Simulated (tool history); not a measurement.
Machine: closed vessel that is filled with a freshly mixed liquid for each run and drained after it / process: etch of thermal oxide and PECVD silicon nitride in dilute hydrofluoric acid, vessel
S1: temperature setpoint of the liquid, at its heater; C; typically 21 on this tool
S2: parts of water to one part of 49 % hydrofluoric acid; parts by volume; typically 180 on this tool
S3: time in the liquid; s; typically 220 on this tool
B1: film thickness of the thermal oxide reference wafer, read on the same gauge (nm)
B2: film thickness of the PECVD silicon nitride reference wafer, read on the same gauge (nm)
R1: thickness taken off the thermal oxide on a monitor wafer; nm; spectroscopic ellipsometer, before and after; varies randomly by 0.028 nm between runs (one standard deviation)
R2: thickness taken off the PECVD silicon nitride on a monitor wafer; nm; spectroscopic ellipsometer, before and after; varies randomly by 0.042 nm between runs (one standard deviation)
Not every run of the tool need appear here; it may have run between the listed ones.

run	hour	S1	S2	S3	B1	B2	R1	R2
1	0	21	180	220	109.996	119.99	5.365	2.034
2	58.3	21	180	220	110.005	119.975	5.38	2.043
3	97.4	21	215	220	109.978	120.004	4.362	1.81
4	139.9	21	180	220	109.993	120.007	5.463	2.063
5	197.7	21	180	220	109.983	120.009	5.488	2.118
6	229.5	21	180	120	109.984	120.015	2.976	1.18
7	276.7	23	95	275	109.977	120.002	15.588	5.863
# hour 277.9: thermometer replaced
8	338.4	18.5	180	255	110.014	120.003	5.393	1.877
9	538.5	21	95	270	110.007	120.006	13.206	4.391
10	583.5	17	155	220	110.018	120.001	5.328	1.731
11	610.9	21	130	220	110.003	120.01	7.714	2.679
# hour 621.4: gauge calibrated
12	636.8	21	180	220	110.009	119.99	5.318	2.002
13	668.6	23.5	105	350	109.985	119.996	17.216	6.415
14	708.6	17	180	220	110.019	120.014	4.471	1.517
15	758.6	21	145	220	109.984	119.991	6.781	2.474
16	792.9	21	180	325	109.995	119.996	7.888	2.968
17	821.7	21	180	305	110.047	120.013	7.409	2.699
18	875.3	24.5	100	130	109.96	119.991	7.123	2.521
19	916.9	23	95	220	110.01	120.004	12.135	4.319
20	957.9	24	180	175	110.014	120.009	4.759	1.886
21	990.5	21	180	220	110.02	119.986	5.433	2.069
22	1017.1	21	250	220	109.977	120.002	3.664	1.457
23	1075.2	25	110	220	109.977	120.013	11.026	4.565
24	1101.9	21	145	320	109.999	119.992	10.135	3.734
25	1156.3	21	145	220	110.017	120.013	7.039	2.48

Run by run, hidden condition taken away, random variation retained:
The hidden state here: liquid hotter than its thermometer reads (K); hydrofluoric acid flow above the setpoint (%); gauge reads high (%).
run	R1	R2
1	5.005	1.817
2	4.999	1.815
3	4.047	1.604
4	5.049	1.819
5	5.05	1.856
6	2.733	1.031
7	14.24	5.088
8	5.283	1.833
9	12.761	4.2
10	5.129	1.648
11	7.414	2.543
12	5.102	1.897
13	16.489	6.059
14	4.265	1.426
15	6.452	2.316
16	7.487	2.77
17	7.02	2.512
18	6.727	2.333
19	11.423	3.978
20	4.471	1.735
21	5.089	1.894
22	3.426	1.332
23	10.274	4.145
24	9.418	3.379
25	6.516	2.231

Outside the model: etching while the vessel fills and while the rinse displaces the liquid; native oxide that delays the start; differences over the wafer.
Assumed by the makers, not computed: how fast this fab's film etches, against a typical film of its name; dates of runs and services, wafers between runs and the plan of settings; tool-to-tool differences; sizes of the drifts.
